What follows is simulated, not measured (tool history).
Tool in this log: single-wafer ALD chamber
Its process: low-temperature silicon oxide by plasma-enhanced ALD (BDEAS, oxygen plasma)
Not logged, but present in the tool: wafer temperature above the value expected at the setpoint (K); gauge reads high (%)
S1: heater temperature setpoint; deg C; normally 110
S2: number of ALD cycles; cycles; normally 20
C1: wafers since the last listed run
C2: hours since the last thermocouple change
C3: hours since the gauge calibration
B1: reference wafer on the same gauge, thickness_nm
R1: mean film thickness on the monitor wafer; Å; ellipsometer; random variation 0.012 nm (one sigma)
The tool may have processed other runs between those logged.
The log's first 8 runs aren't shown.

{"run": 9, "hour": 368.0, "S1": 110, "S2": 20, "C1": 189, "C2": 1604.0, "C3": 1763.6, "B1": 2.508, "R1": 24.36}
{"run": 10, "hour": 404.6, "S1": 110, "S2": 20, "C1": 258, "C2": 1640.6, "C3": 1800.2, "B1": 2.503, "R1": 24.55}
{"run": 11, "hour": 444.1, "S1": 104, "S2": 20, "C1": 278, "C2": 1680.1, "C3": 1839.7, "B1": 2.507, "R1": 24.9}
{"run": 12, "hour": 509.1, "S1": 104, "S2": 20, "C1": 458, "C2": 1745.1, "C3": 1904.7, "B1": 2.506, "R1": 25.06}
{"run": 13, "hour": 540.3, "S1": 104, "S2": 20, "C1": 220, "C2": 1776.3, "C3": 1935.9, "B1": 2.508, "R1": 24.73}
{"run": 14, "hour": 568.2, "S1": 119, "S2": 21, "C1": 196, "C2": 1804.2, "C3": 1963.8, "B1": 2.508, "R1": 25.37}
{"run": 15, "hour": 609.7, "S1": 119, "S2": 21, "C1": 292, "C2": 1845.7, "C3": 2005.3, "B1": 2.508, "R1": 25.42}
{"run": 16, "hour": 633.8, "S1": 119, "S2": 21, "C1": 170, "C2": 1869.8, "C3": 2029.4, "B1": 2.506, "R1": 25.27}
{"run": 17, "hour": 693.6, "S1": 122, "S2": 20, "C1": 421, "C2": 1929.6, "C3": 2089.2, "B1": 2.506, "R1": 23.98}
{"run": 18, "hour": 748.4, "S1": 122, "S2": 20, "C1": 386, "C2": 1984.4, "C3": 2144.0, "B1": 2.51, "R1": 24.06}
{"run": 19, "hour": 815.0, "S1": 110, "S2": 20, "C1": 469, "C2": 2051.0, "C3": 2210.6, "B1": 2.508, "R1": 24.89}
{"hour": 827.0, "done": "thermocouple changed; heater temperature recalibrated"}
{"run": 20, "hour": 855.5, "S1": 110, "S2": 20, "C1": 229, "C2": 28.5, "C3": 2251.1, "B1": 2.508, "R1": 24.62}
{"hour": 861.4, "done": "gauge calibrated"}
{"run": 21, "hour": 926.5, "S1": 105, "S2": 21, "C1": 500, "C2": 99.5, "C3": 65.1, "B1": 2.427, "R1": 25.16}
{"run": 22, "hour": 952.7, "S1": 110, "S2": 22, "C1": 184, "C2": 125.7, "C3": 91.3, "B1": 2.435, "R1": 26.05}
{"run": 23, "hour": 989.0, "S1": 119, "S2": 21, "C1": 256, "C2": 162.0, "C3": 127.6, "B1": 2.43, "R1": 24.5}
{"run": 24, "hour": 1047.0, "S1": 103, "S2": 19, "C1": 409, "C2": 220.0, "C3": 185.6, "B1": 2.443, "R1": 23.19}
{"run": 25, "hour": 1089.1, "S1": 105, "S2": 18, "C1": 297, "C2": 262.1, "C3": 227.7, "B1": 2.443, "R1": 21.75}
{"run": 26, "hour": 1118.4, "S1": 123, "S2": 21, "C1": 206, "C2": 291.4, "C3": 257.0, "B1": 2.449, "R1": 24.36}
{"run": 27, "hour": 1142.8, "S1": 96, "S2": 18, "C1": 172, "C2": 315.8, "C3": 281.4, "B1": 2.448, "R1": 22.46}
{"run": 28, "hour": 1204.3, "S1": 99, "S2": 20, "C1": 433, "C2": 377.3, "C3": 342.9, "B1": 2.453, "R1": 24.88}
{"run": 29, "hour": 1263.1, "S1": 110, "S2": 20, "C1": 414, "C2": 436.1, "C3": 401.7, "B1": 2.459, "R1": 24.03}
{"run": 30, "hour": 1333.8, "S1": 110, "S2": 20, "C1": 498, "C2": 506.8, "C3": 472.4, "B1": 2.461, "R1": 24.13}
{"run": 31, "hour": 1371.0, "S1": 105, "S2": 16, "C1": 262, "C2": 544.0, "C3": 509.6, "B1": 2.465, "R1": 19.57}
{"run": 32, "hour": 1404.0, "S1": 124, "S2": 21, "C1": 232, "C2": 577.0, "C3": 542.6, "B1": 2.471, "R1": 24.78}

Run 33, settings as shown, results not yet in. Your forecast:
{"run": 33, "hour": 1429.5, "S1": 121, "S2": 20, "C1": 179, "C2": 602.5, "C3": 568.1, "B1": "?", "R1": "?"}

{"run 33": {"B1": 2.465, "R1": 23.85}}
With the hidden condition absent and the run-to-run variation left alone, this run would have shown R1 23.36 Å.
